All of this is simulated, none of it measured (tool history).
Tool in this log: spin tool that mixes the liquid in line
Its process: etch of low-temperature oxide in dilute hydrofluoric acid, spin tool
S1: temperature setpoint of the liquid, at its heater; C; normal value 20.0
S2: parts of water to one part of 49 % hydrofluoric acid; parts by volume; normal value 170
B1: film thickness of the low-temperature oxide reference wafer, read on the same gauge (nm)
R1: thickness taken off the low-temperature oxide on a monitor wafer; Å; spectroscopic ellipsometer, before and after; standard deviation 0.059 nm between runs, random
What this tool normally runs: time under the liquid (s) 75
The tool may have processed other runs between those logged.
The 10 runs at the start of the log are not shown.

run 11 hour=585.7 | S1=20.0 S2=170 time_under_the_liquid_(s)=75 | B1=130.02 | R1=55.8
run 12 hour=627.9 | S1=20.0 S2=170 time_under_the_liquid_(s)=95 | B1=130.01 | R1=71.0
-- hour=645.2 thermometer replaced
run 13 hour=664.6 | S1=20.0 S2=170 time_under_the_liquid_(s)=95 | B1=129.98 | R1=79.8
run 14 hour=741.8 | S1=20.0 S2=170 time_under_the_liquid_(s)=95 | B1=130.00 | R1=79.1
run 15 hour=800.6 | S1=20.0 S2=170 time_under_the_liquid_(s)=75 | B1=129.99 | R1=63.0
run 16 hour=865.6 | S1=20.0 S2=170 time_under_the_liquid_(s)=75 | B1=130.01 | R1=62.5
run 17 hour=943.5 | S1=22.5 S2=170 time_under_the_liquid_(s)=95 | B1=130.00 | R1=86.3
-- hour=971.1 gauge calibrated
run 18 hour=1026.1 | S1=20.0 S2=170 time_under_the_liquid_(s)=75 | B1=129.99 | R1=61.1
run 19 hour=1076.6 | S1=20.0 S2=235 time_under_the_liquid_(s)=75 | B1=130.01 | R1=42.2
run 20 hour=1180.2 | S1=23.5 S2=225 time_under_the_liquid_(s)=40 | B1=130.02 | R1=26.5
run 21 hour=1281.1 | S1=17.0 S2=225 time_under_the_liquid_(s)=60 | B1=130.00 | R1=31.2
run 22 hour=1335.2 | S1=23.0 S2=220 time_under_the_liquid_(s)=50 | B1=129.97 | R1=33.0
run 23 hour=1413.3 | S1=17.0 S2=170 time_under_the_liquid_(s)=75 | B1=129.98 | R1=53.0
run 24 hour=1473.4 | S1=23.5 S2=205 time_under_the_liquid_(s)=90 | B1=130.00 | R1=66.4
run 25 hour=1542.7 | S1=20.0 S2=250 time_under_the_liquid_(s)=110 | B1=129.98 | R1=55.9
run 26 hour=1604.1 | S1=20.0 S2=170 time_under_the_liquid_(s)=75 | B1=129.99 | R1=59.5
run 27 hour=1673.3 | S1=20.0 S2=170 time_under_the_liquid_(s)=120 | B1=129.98 | R1=94.7
-- hour=1762.4 hydrofluoric acid flow meter replaced
-- hour=1912.5 thermometer replaced
run 28 hour=1944.1 | S1=22.5 S2=170 time_under_the_liquid_(s)=75 | B1=129.99 | R1=67.1
run 29 hour=2038.9 | S1=17.0 S2=205 time_under_the_liquid_(s)=60 | B1=129.98 | R1=34.8
run 30 hour=2122.9 | S1=23.5 S2=220 time_under_the_liquid_(s)=55 | B1=130.00 | R1=37.5
run 31 hour=2228.1 | S1=20.0 S2=170 time_under_the_liquid_(s)=75 | B1=129.99 | R1=59.7
run 32 hour=2328.8 | S1=20.0 S2=170 time_under_the_liquid_(s)=30 | B1=130.01 | R1=24.0

Forecast each of these 4 alternatives for the next run:
run A hour=2329.2 | S1=18.5 S2=170 time_under_the_liquid_(s)=75 | B1=? | R1=?
run B hour=2329.2 | S1=24.5 S2=210 time_under_the_liquid_(s)=95 | B1=? | R1=?
run C hour=2329.2 | S1=17.0 S2=215 time_under_the_liquid_(s)=75 | B1=? | R1=?
run D hour=2329.2 | S1=24.0 S2=130 time_under_the_liquid_(s)=75 | B1=? | R1=?

run=A B1=130.01 R1=55.6
run=B B1=130.01 R1=69.1
run=C B1=130.01 R1=39.7
run=D B1=130.01 R1=94.2
The same runs, with their run-to-run variation unchanged, on a tool lacking any hidden condition would have given:
run=A R1=56.3
run=B R1=69.7
run=C R1=40.2
run=D R1=95.4
